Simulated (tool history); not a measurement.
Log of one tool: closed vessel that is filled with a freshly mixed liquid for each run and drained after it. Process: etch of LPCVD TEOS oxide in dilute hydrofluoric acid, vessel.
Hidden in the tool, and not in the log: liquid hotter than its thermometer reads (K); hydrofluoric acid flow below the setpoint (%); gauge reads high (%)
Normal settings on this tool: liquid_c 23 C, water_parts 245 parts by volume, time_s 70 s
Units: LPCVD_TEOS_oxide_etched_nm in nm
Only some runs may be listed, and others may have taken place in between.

run   hour  liquid_c  water_parts  time_s  wafers since the last listed run  hours since the thermometer was replaced  hours since the hydrofluoric acid flow meter was replaced  hours since the gauge calibration  read-back film thickness of the LPCVD TEOS oxide reference wafer, read on the same gauge (nm)  LPCVD_TEOS_oxide_etched_nm
  1      0        23          245      60                                 0                                    1146.3                                                     2304.8                              205.9                                                                                          99.97                        7.99
  2   15.7        23          245      60                              1513                                      1162                                                     2320.5                              221.6                                                                                          99.97                        7.99
      26.8  -- hydrofluoric acid flow meter replaced
  3   30.4        23          245      70                              1320                                    1176.7                                                        3.6                              236.3                                                                                         100.02                        9.98
  4   42.1        23          245      70                              1127                                    1188.4                                                       15.3                                248                                                                                         100.02                        9.99
  5   49.7        23          245      70                               732                                      1196                                                       22.9                              255.6                                                                                          99.99                       10.06
  6   61.4        23          245      70                              1127                                    1207.7                                                       34.6                              267.3                                                                                          99.98                        9.92
  7   78.1        23          245      70                              1609                                    1224.4                                                       51.3                                284                                                                                         100.02                       10.02
  8    123      25.5          245      70                              4327                                    1269.3                                                       96.2                              328.9                                                                                         100.02                       10.89
  9  137.5      25.5          245      70                              1397                                    1283.8                                                      110.7                              343.4                                                                                          99.96                       10.84
       151  -- thermometer replaced
 10  173.7        23          245      70                              3392                                      22.7                                                      146.9                              379.6                                                                                         100.02                        9.88
 11  181.2        23          245      70                               722                                      30.2                                                      154.4                              387.1                                                                                            100                        9.87
 12    194      21.5          245      70                              1233                                        43                                                      167.2                              399.9                                                                                         100.01                        9.38
 13  205.1        21          285      95                              1069                                      54.1                                                      178.3                                411                                                                                            100                       10.35
 14  213.6        20          180      70                               819                                      62.6                                                      186.8                              419.5                                                                                         100.01                       12.78
 15  220.1        19          245      70                               626                                      69.1                                                      193.3                                426                                                                                         100.02                        8.55
 16    230      27.5          200      90                               954                                        79                                                      203.2                              435.9                                                                                          99.97                       19.25
 17  240.5        23          245      70                              1011                                      89.5                                                      213.7                              446.4                                                                                         100.01                        9.96
 18    255        19          145      35                              1397                                       104                                                      228.2                              460.9                                                                                          99.97                        7.95
 19  287.5        23          245      95                              3132                                     136.5                                                      260.7                              493.4                                                                                         100.01                        13.4
 20  296.6        23          245      70                               877                                     145.6                                                      269.8                              502.5                                                                                            100                        9.88
     303.9  -- gauge calibrated
 21  308.4      21.5          175      50                              1137                                     157.4                                                      281.6                                4.5                                                                                         100.02                       10.01
 22  316.8        21          355      70                               809                                     165.8                                                        290                               12.9                                                                                         100.02                        5.67
 23  332.7        21          130      70                              1532                                     181.7                                                      305.9                               28.8                                                                                          99.99                       19.54
 24  344.9      19.5          325      50                              1175                                     193.9                                                      318.1                                 41                                                                                            100                        4.32
 25    362      24.5          330      95                              1648                                       211                                                      335.2                               58.1                                                                                            100                         9.6
 26  374.6        23          245      70                              1214                                     223.6                                                      347.8                               70.7                                                                                          99.99                        9.85
 27  388.6        26          245     100                              1349                                     237.6                                                      361.8                               84.7                                                                                          99.97                       15.62
 28  394.9        23          245      70                               607                                     243.9                                                      368.1                                 91                                                                                          99.98                        9.85
 29  401.1        23          245      70                               597                                     250.1                                                      374.3                               97.2                                                                                            100                         9.9
 30  412.6        23          245      70                              1108                                     261.6                                                      385.8                              108.7                                                                                            100                        9.84
 31  423.2        19          315      70                              1021                                     272.2                                                      396.4                              119.3                                                                                         100.01                        6.21
 32  437.7        20          245      70                              1397                                     286.7                                                      410.9                              133.8                                                                                         100.02                        8.78
 33  444.3        26          245      30                               636                                     293.3                                                      417.5                              140.4                                                                                            100                        4.69

State the hidden condition of the tool at each of the runs:
liquid hotter than its thermometer reads (K): 0 on each run
gauge reads high (%): 0 on each run
H1: hydrofluoric acid flow below the setpoint (%)
run    H1
  1   6.8
  2  6.85
  3  1.34
  4  1.38
  5   1.4
  6  1.43
  7  1.48
  8  1.61
  9  1.65
 10  1.75
 11  1.78
 12  1.81
 13  1.84
 14  1.87
 15  1.89
 16  1.91
 17  1.94
 18  1.99
 19  2.08
 20  2.11
 21  2.14
 22  2.16
 23  2.21
 24  2.24
 25  2.29
 26  2.33
 27  2.37
 28  2.39
 29   2.4
 30  2.44
 31  2.47
 32  2.51
 33  2.53
